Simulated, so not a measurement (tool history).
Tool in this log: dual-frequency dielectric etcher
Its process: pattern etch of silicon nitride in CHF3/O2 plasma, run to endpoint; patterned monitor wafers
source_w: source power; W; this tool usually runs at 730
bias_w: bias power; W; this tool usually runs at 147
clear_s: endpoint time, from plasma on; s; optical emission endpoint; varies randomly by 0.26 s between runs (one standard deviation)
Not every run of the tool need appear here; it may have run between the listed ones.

| run | hour | source_w | bias_w | incoming incoming film thickness, nm | clear_s |
|---|---|---|---|---|---|
| 1 | 0.0 | 800 | 147 | 110.0 | 66.0 |
| 2 | 7.0 | 730 | 147 | 112.5 | 69.6 |
|  | 37.4 | source power generator calibrated |
|  | 43.7 | upper electrode replaced |
| 3 | 44.2 | 730 | 147 | 110.9 | 68.1 |
| 4 | 44.5 | 730 | 147 | 112.2 | 68.4 |
| 5 | 46.2 | 730 | 133 | 110.6 | 70.1 |
| 6 | 58.3 | 730 | 133 | 110.9 | 69.8 |
| 7 | 68.5 | 730 | 147 | 111.6 | 67.9 |
|  | 85.9 | bias power generator calibrated |
| 8 | 86.4 | 730 | 147 | 111.2 | 68.1 |
| 9 | 95.9 | 730 | 147 | 112.2 | 68.8 |
| 10 | 144.0 | 730 | 147 | 111.0 | 67.4 |
| 11 | 159.5 | 730 | 147 | 112.2 | 67.5 |
| 12 | 174.0 | 730 | 147 | 111.0 | 66.8 |
| 13 | 186.5 | 730 | 147 | 112.3 | 67.6 |
| 14 | 195.4 | 910 | 169 | 111.8 | 60.5 |
|  | 228.5 | wet clean of the chamber |
| 15 | 229.0 | 590 | 169 | 112.7 | 73.4 |
| 16 | 229.3 | 730 | 147 | 110.8 | 70.5 |
| 17 | 238.0 | 730 | 147 | 112.4 | 71.4 |
| 18 | 253.0 | 650 | 173 | 111.7 | 70.4 |
| 19 | 261.9 | 730 | 147 | 111.9 | 70.5 |
| 20 | 279.1 | 910 | 169 | 111.3 | 63.0 |
| 21 | 288.9 | 880 | 125 | 111.8 | 69.1 |
| 22 | 295.4 | 730 | 147 | 112.1 | 70.4 |
| 23 | 302.2 | 730 | 169 | 112.1 | 68.2 |
| 24 | 314.5 | 870 | 177 | 112.0 | 63.5 |
| 25 | 326.1 | 560 | 175 | 111.7 | 72.3 |
| 26 | 337.9 | 730 | 147 | 110.9 | 69.4 |
| 27 | 353.3 | 730 | 118 | 112.9 | 74.7 |
| 28 | 360.4 | 620 | 177 | 112.2 | 69.5 |
| 29 | 376.9 | 800 | 147 | 111.2 | 67.6 |
| 30 | 384.2 | 560 | 118 | 110.8 | 79.3 |
| 31 | 395.4 | 600 | 135 | 112.1 | 75.4 |
| 32 | 410.0 | 730 | 181 | 112.2 | 66.4 |
| 33 | 418.6 | 870 | 136 | 111.8 | 67.1 |
| 34 | 436.5 | 730 | 169 | 111.0 | 66.4 |

Predict each of these 5 candidate next runs independently; none follows another, all start after run 34:
| A | 436.9 | 730 | 147 | 112.4 | ? |
| B | 436.9 | 660 | 113 | 112.4 | ? |
| C | 436.9 | 880 | 137 | 112.4 | ? |
| D | 436.9 | 630 | 147 | 112.4 | ? |
| E | 436.9 | 600 | 110 | 112.4 | ? |

| run | clear_s |
|---|---|
| A | 69.3 |
| B | 76.4 |
| C | 66.5 |
| D | 72.5 |
| E | 79.1 |
With the hidden condition removed and each run's random variation left untouched, the same runs would have given:
| run | clear_s |
|---|---|
| A | 70.9 |
| B | 78.1 |
| C | 68.1 |
| D | 74.2 |
| E | 80.9 |
